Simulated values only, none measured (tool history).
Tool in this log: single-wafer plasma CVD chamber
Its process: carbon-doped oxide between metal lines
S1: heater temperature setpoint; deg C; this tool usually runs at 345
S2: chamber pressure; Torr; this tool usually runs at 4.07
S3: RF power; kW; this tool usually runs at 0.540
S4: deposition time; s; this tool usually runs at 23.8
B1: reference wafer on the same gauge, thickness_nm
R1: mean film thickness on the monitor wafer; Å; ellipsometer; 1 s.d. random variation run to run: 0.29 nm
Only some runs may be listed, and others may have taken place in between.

Run 1, hour 0.0: usual settings but S1 335 deg C; B1 148.918. Result: R1 1334.20 Å.
Run 2, hour 6.9: usual settings but S2 4.42 Torr, S3 0.580 kW; B1 149.012. Result: R1 1396.50 Å.
Run 3, hour 12.9: usual settings; B1 148.885. Result: R1 1301.84 Å.
Run 4, hour 22.2: usual settings; B1 148.891. Result: R1 1298.09 Å.
Run 5, hour 35.2: usual settings; B1 149.005. Result: R1 1306.06 Å.
Run 6, hour 52.4: usual settings; B1 148.941. Result: R1 1298.21 Å.
Run 7, hour 67.9: usual settings; B1 149.055. Result: R1 1299.58 Å.
Run 8, hour 78.0: usual settings; B1 148.991. Result: R1 1300.20 Å.
Run 9, hour 86.8: usual settings but S1 336 deg C, S3 0.580 kW; B1 148.888. Result: R1 1409.64 Å.
Run 10, hour 104.4: usual settings but S1 336 deg C, S3 0.580 kW; B1 149.177. Result: R1 1411.27 Å.
At hour 129.6: capacitance manometer re-zeroed and calibrated.
Run 11, hour 130.1: usual settings but S1 336 deg C, S3 0.580 kW; B1 148.920. Result: R1 1407.38 Å.
Run 12, hour 132.8: usual settings but S1 338 deg C, S2 4.74 Torr; B1 148.905. Result: R1 1359.08 Å.
Run 13, hour 146.6: usual settings; B1 148.999. Result: R1 1296.95 Å.
Run 14, hour 162.5: usual settings; B1 149.050. Result: R1 1296.48 Å.
At hour 178.6: thermocouple changed; heater temperature recalibrated.
Run 15, hour 179.1: usual settings; B1 148.937. Result: R1 1291.14 Å.
Run 16, hour 187.1: usual settings but S1 358 deg C, S2 4.72 Torr, S3 0.620 kW, S4 19.3 s; B1 148.951. Result: R1 1163.51 Å.
At hour 197.5: showerhead replaced.
Run 17, hour 198.0: usual settings but S1 349 deg C, S2 3.09 Torr, S3 0.620 kW, S4 20.5 s; B1 148.929. Result: R1 1191.27 Å.
Run 18, hour 210.9: usual settings but S4 26.7 s; B1 148.960. Result: R1 1448.55 Å.
Run 19, hour 225.1: usual settings but S3 0.500 kW; B1 149.075. Result: R1 1208.78 Å.
At hour 225.6: gauge calibrated.
Run 20, hour 236.8: usual settings but S1 331 deg C, S3 0.585 kW, S4 27.1 s; B1 149.065. Result: R1 1625.37 Å.
Run 21, hour 251.5: usual settings but S3 0.495 kW, S4 27.5 s; B1 149.039. Result: R1 1380.56 Å.
At hour 271.4: RF generator calibrated.
Run 22, hour 271.9: usual settings; B1 148.935. Result: R1 1403.70 Å.
Run 23, hour 282.0: usual settings but S4 21.4 s; B1 148.931. Result: R1 1264.43 Å.
Run 24, hour 294.7: usual settings; B1 148.987. Result: R1 1400.91 Å.
Run 25, hour 306.7: usual settings but S2 4.63 Torr, S3 0.440 kW, S4 25.2 s; B1 149.017. Result: R1 1269.11 Å.
Run 26, hour 314.7: usual settings but S4 28.4 s; B1 148.949. Result: R1 1670.82 Å.
Run 27, hour 322.1: usual settings; B1 148.966. Result: R1 1400.56 Å.
Run 28, hour 339.3: usual settings but S1 356 deg C, S2 3.29 Torr, S3 0.645 kW, S4 25.4 s; B1 149.028. Result: R1 1610.76 Å.
Run 29, hour 351.8: usual settings but S1 338 deg C, S3 0.465 kW; B1 148.896. Result: R1 1263.00 Å.

3 ways to go on from here, each from the tool as it stands after run 29. What would each give?
Run A, hour 352.2: usual settings but S3 0.510 kW; B1 ?. Result: R1 ?.
Run B, hour 352.2: usual settings but S1 359 deg C; B1 ?. Result: R1 ?.
Run C, hour 352.2: usual settings but S4 25.4 s; B1 ?. Result: R1 ?.

run       B1       R1
  A  148.965  1338.02
  B  148.965  1351.73
  C  148.965  1491.85
Without the tool's unlogged condition, the same runs would have read:
run       R1
  A  1343.97
  B  1357.72
  C  1498.47
